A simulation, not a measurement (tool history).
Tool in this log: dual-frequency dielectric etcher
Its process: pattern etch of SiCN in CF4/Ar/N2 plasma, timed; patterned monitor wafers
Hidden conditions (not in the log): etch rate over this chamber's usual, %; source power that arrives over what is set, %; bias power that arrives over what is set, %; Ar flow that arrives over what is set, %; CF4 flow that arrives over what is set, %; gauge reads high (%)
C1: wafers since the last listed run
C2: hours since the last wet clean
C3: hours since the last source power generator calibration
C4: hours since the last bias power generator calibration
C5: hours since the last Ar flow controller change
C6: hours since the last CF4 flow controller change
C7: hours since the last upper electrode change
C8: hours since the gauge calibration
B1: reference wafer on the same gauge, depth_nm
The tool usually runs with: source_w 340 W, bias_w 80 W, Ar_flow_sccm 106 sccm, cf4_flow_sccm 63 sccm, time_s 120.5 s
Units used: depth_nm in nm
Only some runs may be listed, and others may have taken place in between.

run 1 hour=0.0 | source_w=340 bias_w=80 Ar_flow_sccm=106 cf4_flow_sccm=63 time_s=120.5 | C1=0 C2=307.4 C3=4046.8 C4=2433.9 C5=4155.1 C6=5616.7 C7=3185.2 C8=651.4 | B1=77.5 | depth_nm=84.5
run 2 hour=31.3 | source_w=340 bias_w=80 Ar_flow_sccm=106 cf4_flow_sccm=63 time_s=120.5 | C1=285 C2=338.7 C3=4078.1 C4=2465.2 C5=4186.4 C6=5648.0 C7=3216.5 C8=682.7 | B1=77.7 | depth_nm=83.6
run 3 hour=90.6 | source_w=340 bias_w=80 Ar_flow_sccm=106 cf4_flow_sccm=63 time_s=120.5 | C1=541 C2=398.0 C3=4137.4 C4=2524.5 C5=4245.7 C6=5707.3 C7=3275.8 C8=742.0 | B1=77.4 | depth_nm=84.1
-- hour=126.0 gauge calibrated
run 4 hour=128.1 | source_w=340 bias_w=80 Ar_flow_sccm=106 cf4_flow_sccm=63 time_s=120.5 | C1=342 C2=435.5 C3=4174.9 C4=2562.0 C5=4283.2 C6=5744.8 C7=3313.3 C8=2.1 | B1=77.5 | depth_nm=85.1
run 5 hour=169.7 | source_w=340 bias_w=80 Ar_flow_sccm=106 cf4_flow_sccm=63 time_s=120.5 | C1=380 C2=477.1 C3=4216.5 C4=2603.6 C5=4324.8 C6=5786.4 C7=3354.9 C8=43.7 | B1=77.4 | depth_nm=84.6
-- hour=198.9 source power generator calibrated
-- hour=218.0 upper electrode replaced
run 6 hour=218.5 | source_w=340 bias_w=80 Ar_flow_sccm=106 cf4_flow_sccm=63 time_s=120.5 | C1=235 C2=525.9 C3=19.6 C4=2652.4 C5=4373.6 C6=5835.2 C7=0.5 C8=92.5 | B1=77.6 | depth_nm=84.8
run 7 hour=247.7 | source_w=340 bias_w=80 Ar_flow_sccm=106 cf4_flow_sccm=63 time_s=120.5 | C1=266 C2=555.1 C3=48.8 C4=2681.6 C5=4402.8 C6=5864.4 C7=29.7 C8=121.7 | B1=77.6 | depth_nm=83.8
-- hour=326.4 CF4 flow controller replaced
-- hour=334.6 wet clean of the chamber
run 8 hour=340.9 | source_w=340 bias_w=80 Ar_flow_sccm=106 cf4_flow_sccm=59 time_s=120.5 | C1=721 C2=6.3 C3=142.0 C4=2774.8 C5=4496.0 C6=14.5 C7=122.9 C8=214.9 | B1=77.9 | depth_nm=82.1
run 9 hour=395.6 | source_w=400 bias_w=80 Ar_flow_sccm=106 cf4_flow_sccm=63 time_s=120.5 | C1=499 C2=61.0 C3=196.7 C4=2829.5 C5=4550.7 C6=69.2 C7=177.6 C8=269.6 | B1=77.7 | depth_nm=92.9
-- hour=423.4 Ar flow controller replaced
run 10 hour=423.9 | source_w=340 bias_w=80 Ar_flow_sccm=91 cf4_flow_sccm=63 time_s=120.5 | C1=203 C2=89.3 C3=225.0 C4=2857.8 C5=0.5 C6=97.5 C7=205.9 C8=297.9 | B1=77.4 | depth_nm=85.6
run 11 hour=454.7 | source_w=340 bias_w=80 Ar_flow_sccm=106 cf4_flow_sccm=63 time_s=120.5 | C1=281 C2=120.1 C3=255.8 C4=2888.6 C5=31.3 C6=128.3 C7=236.7 C8=328.7 | B1=77.6 | depth_nm=83.0
-- hour=480.2 bias power generator calibrated
run 12 hour=522.7 | source_w=340 bias_w=80 Ar_flow_sccm=125 cf4_flow_sccm=63 time_s=120.5 | C1=584 C2=188.1 C3=323.8 C4=42.5 C5=99.3 C6=196.3 C7=304.7 C8=396.7 | B1=77.9 | depth_nm=81.9
run 13 hour=591.2 | source_w=340 bias_w=80 Ar_flow_sccm=106 cf4_flow_sccm=63 time_s=120.5 | C1=625 C2=256.6 C3=392.3 C4=111.0 C5=167.8 C6=264.8 C7=373.2 C8=465.2 | B1=77.6 | depth_nm=84.7
run 14 hour=637.8 | source_w=340 bias_w=74 Ar_flow_sccm=106 cf4_flow_sccm=79 time_s=87.0 | C1=425 C2=303.2 C3=438.9 C4=157.6 C5=214.4 C6=311.4 C7=419.8 C8=511.8 | B1=77.6 | depth_nm=59.9
run 15 hour=676.3 | source_w=340 bias_w=80 Ar_flow_sccm=106 cf4_flow_sccm=72 time_s=120.5 | C1=351 C2=341.7 C3=477.4 C4=196.1 C5=252.9 C6=349.9 C7=458.3 C8=550.3 | B1=77.7 | depth_nm=84.7
run 16 hour=732.5 | source_w=340 bias_w=80 Ar_flow_sccm=106 cf4_flow_sccm=63 time_s=120.5 | C1=513 C2=397.9 C3=533.6 C4=252.3 C5=309.1 C6=406.1 C7=514.5 C8=606.5 | B1=77.7 | depth_nm=83.9
run 17 hour=763.7 | source_w=340 bias_w=80 Ar_flow_sccm=106 cf4_flow_sccm=49 time_s=120.5 | C1=285 C2=429.1 C3=564.8 C4=283.5 C5=340.3 C6=437.3 C7=545.7 C8=637.7 | B1=77.4 | depth_nm=81.6
run 18 hour=819.4 | source_w=300 bias_w=85 Ar_flow_sccm=106 cf4_flow_sccm=63 time_s=156.5 | C1=508 C2=484.8 C3=620.5 C4=339.2 C5=396.0 C6=493.0 C7=601.4 C8=693.4 | B1=77.6 | depth_nm=101.9
run 19 hour=846.5 | source_w=340 bias_w=80 Ar_flow_sccm=106 cf4_flow_sccm=63 time_s=94.5 | C1=247 C2=511.9 C3=647.6 C4=366.3 C5=423.1 C6=520.1 C7=628.5 C8=720.5 | B1=77.5 | depth_nm=65.8
run 20 hour=872.4 | source_w=340 bias_w=89 Ar_flow_sccm=121 cf4_flow_sccm=56 time_s=120.5 | C1=236 C2=537.8 C3=673.5 C4=392.2 C5=449.0 C6=546.0 C7=654.4 C8=746.4 | B1=77.6 | depth_nm=84.8

Give the tool's hidden conditions for every run:
etch rate over this chamber's usual, %: 0 at every run
source power that arrives over what is set, %: 0 at every run
bias power that arrives over what is set, %: 0 at every run
Ar flow that arrives over what is set, %: 0 at every run
CF4 flow that arrives over what is set, %: 0 at every run
gauge reads high (%): 0 at every run
